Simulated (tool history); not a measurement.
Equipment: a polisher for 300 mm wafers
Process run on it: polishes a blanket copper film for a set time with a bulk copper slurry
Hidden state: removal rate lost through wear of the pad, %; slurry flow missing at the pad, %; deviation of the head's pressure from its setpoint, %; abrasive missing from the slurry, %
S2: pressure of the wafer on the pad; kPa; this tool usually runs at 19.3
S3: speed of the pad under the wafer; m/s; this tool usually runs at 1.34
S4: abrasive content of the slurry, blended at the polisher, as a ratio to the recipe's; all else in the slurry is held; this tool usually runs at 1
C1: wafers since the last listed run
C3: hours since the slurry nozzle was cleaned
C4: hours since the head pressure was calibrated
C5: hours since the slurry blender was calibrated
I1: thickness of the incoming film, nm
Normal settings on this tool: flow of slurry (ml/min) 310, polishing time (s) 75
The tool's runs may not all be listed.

Run 1, hour 0: usual settings; C1 0; wafers polished on this pad 320; C3 480.7; C4 750.4; C5 307.9; I1 3756.8. Result: film removed (Å) 9997.
Run 2, hour 12.4: usual settings; C1 103; wafers polished on this pad 423; C3 493.1; C4 762.8; C5 320.3; I1 3781.5. Result: film removed (Å) 9885.
At hour 18.5: worn pad replaced by a new one.
Run 3, hour 28.8: usual settings; C1 103; wafers polished on this pad 85; C3 509.5; C4 779.2; C5 336.7; I1 3799.5. Result: film removed (Å) 10091.
Run 4, hour 43.1: usual settings; C1 118; wafers polished on this pad 204; C3 523.8; C4 793.5; C5 351; I1 3812.3. Result: film removed (Å) 10175.
Run 5, hour 53.4: usual settings; C1 85; wafers polished on this pad 290; C3 534.1; C4 803.8; C5 361.3; I1 3736.9. Result: film removed (Å) 9757.
At hour 66.5: slurry nozzle cleaned.
Run 6, hour 67.9: usual settings; C1 112; wafers polished on this pad 402; C3 1.4; C4 818.3; C5 375.8; I1 3728.9. Result: film removed (Å) 9551.
At hour 75.4: slurry blender recalibrated.
At hour 81.7: worn pad replaced by a new one.
Run 7, hour 82.2: usual settings but S2 21.4 kPa; C1 69; wafers polished on this pad 4; C3 15.7; C4 832.6; C5 6.8; I1 3769.3. Result: film removed (Å) 9931.
At hour 91: head pressure recalibrated.
Run 8, hour 97.7: usual settings but S2 21.4 kPa; C1 112; wafers polished on this pad 116; C3 31.2; C4 6.7; C5 22.3; I1 3710.4. Result: film removed (Å) 9590.
Run 9, hour 104.2: usual settings but S2 16.5 kPa, S3 1.66 m/s, S4 0.8; C1 54; wafers polished on this pad 170; C3 37.7; C4 13.2; C5 28.8; I1 3745.7. Result: film removed (Å) 8933.
Run 10, hour 111.9: usual settings but flow of slurry (ml/min) 245, S2 17.2 kPa, S3 1.18 m/s; C1 64; wafers polished on this pad 234; C3 45.4; C4 20.9; C5 36.5; I1 3771.4. Result: film removed (Å) 6876.
At hour 118.9: worn pad replaced by a new one, repeated, since the last time left the tool worse.
Run 11, hour 126.4: usual settings but S2 15.2 kPa, S3 1.08 m/s, S4 1.25, polishing time (s) 93; C1 87; wafers polished on this pad 62; C3 59.9; C4 35.4; C5 51; I1 3750.7. Result: film removed (Å) 8385.
Run 12, hour 133.9: usual settings but flow of slurry (ml/min) 410, S2 12.4 kPa, S3 0.92 m/s, polishing time (s) 86; C1 62; wafers polished on this pad 124; C3 67.4; C4 42.9; C5 58.5; I1 3743.7. Result: film removed (Å) 5269.
Run 13, hour 143.8: usual settings but flow of slurry (ml/min) 245, S3 0.9 m/s, S4 0.75; C1 82; wafers polished on this pad 207; C3 77.3; C4 52.8; C5 68.4; I1 3717.5. Result: film removed (Å) 6302.
Run 14, hour 160.8: usual settings but flow of slurry (ml/min) 280, S4 0.85; C1 141; wafers polished on this pad 348; C3 94.3; C4 69.8; C5 85.4; I1 3736.5. Result: film removed (Å) 9289.
Run 15, hour 173.2: usual settings but flow of slurry (ml/min) 340, S3 1.56 m/s, polishing time (s) 85; C1 103; wafers polished on this pad 451; C3 106.7; C4 82.2; C5 97.8; I1 3698.7. Result: film removed (Å) 12687.
At hour 180.1: worn pad replaced by a new one.
Run 16, hour 187.2: usual settings; C1 83; wafers polished on this pad 59; C3 120.7; C4 96.2; C5 111.8; I1 3806.4. Result: film removed (Å) 10074.
Run 17, hour 194.4: usual settings but S2 13.1 kPa, S3 0.96 m/s, polishing time (s) 68; C1 59; wafers polished on this pad 119; C3 127.9; C4 103.4; C5 119; I1 3745.6. Result: film removed (Å) 4510.

A few steps of film removed (Å) between consecutive runs. Split each: what settings, incoming material and random variation would produce without the hidden state, and what is left over for the hidden state, along with gauge scatter present in only one of the two compared results (measured, and without hidden state):
Run 10 -> 11: flow of slurry (ml/min) 245 -> 310, S2 17.2 -> 15.2, S3 1.18 -> 1.08, S4 1 -> 1.25, polishing time (s) 75 -> 93, worn pad replaced by a new one, repeated, since the last time left the tool worse. film removed (Å) +1509: hidden state +1096, all else +413.
Run 16 -> 17: S2 19.3 -> 13.1, S3 1.34 -> 0.96, polishing time (s) 75 -> 68. film removed (Å) -5564: hidden state +5, all else -5569.
